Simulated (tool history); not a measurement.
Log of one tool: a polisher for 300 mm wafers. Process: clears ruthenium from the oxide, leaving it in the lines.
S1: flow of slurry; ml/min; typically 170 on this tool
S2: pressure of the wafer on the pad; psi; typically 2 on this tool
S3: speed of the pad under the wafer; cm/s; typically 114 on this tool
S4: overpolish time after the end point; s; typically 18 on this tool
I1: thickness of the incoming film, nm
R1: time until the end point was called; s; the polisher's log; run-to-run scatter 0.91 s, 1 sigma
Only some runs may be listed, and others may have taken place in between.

Run 1, hour 0: usual settings but S3 104 cm/s; I1 100. Result: R1 117.4 s.
Run 2, hour 55.3: usual settings but S3 104 cm/s; I1 101. Result: R1 119.8 s.
Run 3, hour 124.1: usual settings but S2 2.5 psi; I1 99.6. Result: R1 90.8 s.
At hour 150: worn pad replaced by a new one.
Run 4, hour 154.5: usual settings but S2 2.5 psi; I1 100.9. Result: R1 85.7 s.
Run 5, hour 181.1: usual settings but S2 2.5 psi; I1 98.1. Result: R1 84.7 s.
Run 6, hour 229.3: usual settings but S1 135 ml/min; I1 98.5. Result: R1 111.1 s.
At hour 254.9: slurry nozzle cleaned.
Run 7, hour 271.4: usual settings; I1 98.5. Result: R1 107 s.
Run 8, hour 328.1: usual settings but S3 90 cm/s; I1 100.1. Result: R1 129.3 s.
At hour 371.5: worn pad replaced by a new one.
Run 9, hour 387.9: usual settings but S3 90 cm/s; I1 98.4. Result: R1 122.3 s.
Run 10, hour 428.2: usual settings; I1 98.1. Result: R1 104.8 s.
Run 11, hour 485.1: usual settings but S2 2.2 psi, S4 13 s; I1 99.8. Result: R1 100.9 s.
At hour 654.6: worn pad replaced by a new one.
Run 12, hour 682.4: usual settings but S3 104 cm/s; I1 100.7. Result: R1 116 s.
At hour 726.2: head pressure recalibrated.
Run 13, hour 726.7: usual settings but S1 115 ml/min, S2 1.4 psi, S3 104 cm/s, S4 11 s; I1 100.7. Result: R1 179.8 s.
Run 14, hour 852.4: usual settings but S3 86 cm/s; I1 100.9. Result: R1 133.6 s.
At hour 872.2: slurry nozzle cleaned.
At hour 882.4: worn pad replaced by a new one.
Run 15, hour 891.9: usual settings but S3 82 cm/s; I1 99.8. Result: R1 129.7 s.
Run 16, hour 933.9: usual settings but S1 125 ml/min, S2 2.5 psi, S4 26 s; I1 100.3. Result: R1 93.6 s.
Run 17, hour 989.6: usual settings but S1 230 ml/min, S2 1.4 psi, S3 90 cm/s, S4 29 s; I1 99.1. Result: R1 169.9 s.
Run 18, hour 1041: usual settings but S2 2.4 psi, S4 12 s; I1 101.6. Result: R1 94.3 s.
Run 19, hour 1082.4: usual settings but S2 1.7 psi; I1 99.7. Result: R1 128.7 s.
Run 20, hour 1127.9: usual settings but S1 205 ml/min, S2 1.5 psi, S3 148 cm/s, S4 28 s; I1 100.1. Result: R1 122.2 s.
At hour 1147.2: worn pad replaced by a new one.
Run 21, hour 1292.5: usual settings; I1 100.8. Result: R1 111.1 s.

Measured less the same run without the tool's hidden state. The same run-to-run variation is in both; the gauge's scatter may not be:
Hidden state at play: removal rate lost through wear of the pad, %; slurry flow missing at the pad, %; deviation of the head's pressure from its setpoint, %.
run    R1
  1  +4.5
  2  +5.9
  3  +5.7
  4  +0.1
  5  +0.7
  6  +1.9
  7  +2.7
  8  +4.8
  9  +1.4
 10    +2
 11  +3.1
 12  +0.8
 13  +2.8
 14  +5.5
 15  +0.7
 16  +1.3
 17  +4.2
 18  +3.3
 19  +5.5
 20  +6.4
 21  +3.6
